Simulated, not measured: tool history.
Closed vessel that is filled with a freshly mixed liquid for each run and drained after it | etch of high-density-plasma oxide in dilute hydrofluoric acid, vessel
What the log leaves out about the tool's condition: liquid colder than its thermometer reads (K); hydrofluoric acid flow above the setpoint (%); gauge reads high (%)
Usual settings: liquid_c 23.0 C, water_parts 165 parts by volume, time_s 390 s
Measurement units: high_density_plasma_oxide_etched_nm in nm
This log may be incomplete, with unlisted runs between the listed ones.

run   hour  liquid_c  water_parts  time_s  wafers since the last listed run  hours since the thermometer was replaced  hours since the hydrofluoric acid flow meter was replaced  hours since the gauge calibration  read-back film thickness of the high-density-plasma oxide reference wafer, read on the same gauge (nm)  high_density_plasma_oxide_etched_nm
  1    0.0      23.0          165     390                                 0                                     947.3                                                     1440.1                              145.9                                                                                                   80.01                                13.75
  2   25.9      23.0          165     390                              2011                                     973.2                                                     1466.0                              171.8                                                                                                   79.98                                13.58
  3   59.7      23.0          165     390                              2625                                    1007.0                                                     1499.8                              205.6                                                                                                   80.01                                13.76
  4   75.0      23.0          165     390                              1188                                    1022.3                                                     1515.1                              220.9                                                                                                   80.02                                13.73
  5   88.6      23.0          165     390                              1056                                    1035.9                                                     1528.7                              234.5                                                                                                   80.01                                13.66
  6  110.8      23.0          165     390                              1724                                    1058.1                                                     1550.9                              256.7                                                                                                   80.01                                13.96
  7  132.4      23.0          165     390                              1677                                    1079.7                                                     1572.5                              278.3                                                                                                   80.01                                13.88
  8  145.9      23.0          165     390                              1048                                    1093.2                                                     1586.0                              291.8                                                                                                   80.02                                13.70
     167.5  -- gauge calibrated
  9  169.2      26.0          240     390                              1809                                    1116.5                                                     1609.3                                1.7                                                                                                   80.01                                 9.84
 10  200.8      26.0          165     255                              2454                                    1148.1                                                     1640.9                               33.3                                                                                                   80.00                                10.18
     249.7  -- hydrofluoric acid flow meter replaced
     275.9  -- thermometer replaced
 11  281.5      23.0          225     390                              6112                                       5.6                                                       31.8                              114.0                                                                                                   79.97                                 8.45
 12  298.8      20.0          165     495                              1343                                      22.9                                                       49.1                              131.3                                                                                                   80.00                                13.92
 13  387.0      25.5          195     455                              6850                                     111.1                                                      137.3                              219.5                                                                                                   79.99                                12.67
 14  407.3      23.0          165     390                              1576                                     131.4                                                      157.6                              239.8                                                                                                   80.00                                12.29
 15  433.9      23.0          145     250                              2065                                     158.0                                                      184.2                              266.4                                                                                                   79.99                                 9.19
 16  466.0      27.0          165     540                              2493                                     190.1                                                      216.3                              298.5                                                                                                   79.99                                19.81

Results for each run, recomputed without the tool's hidden state and with each run's random variation untouched:
run  high_density_plasma_oxide_etched_nm
  1                                12.11
  2                                11.93
  3                                12.06
  4                                12.01
  5                                11.94
  6                                12.18
  7                                12.10
  8                                11.92
  9                                 8.47
 10                                 8.80
 11                                 8.35
 12                                13.74
 13                                12.40
 14                                12.02
 15                                 8.97
 16                                19.25
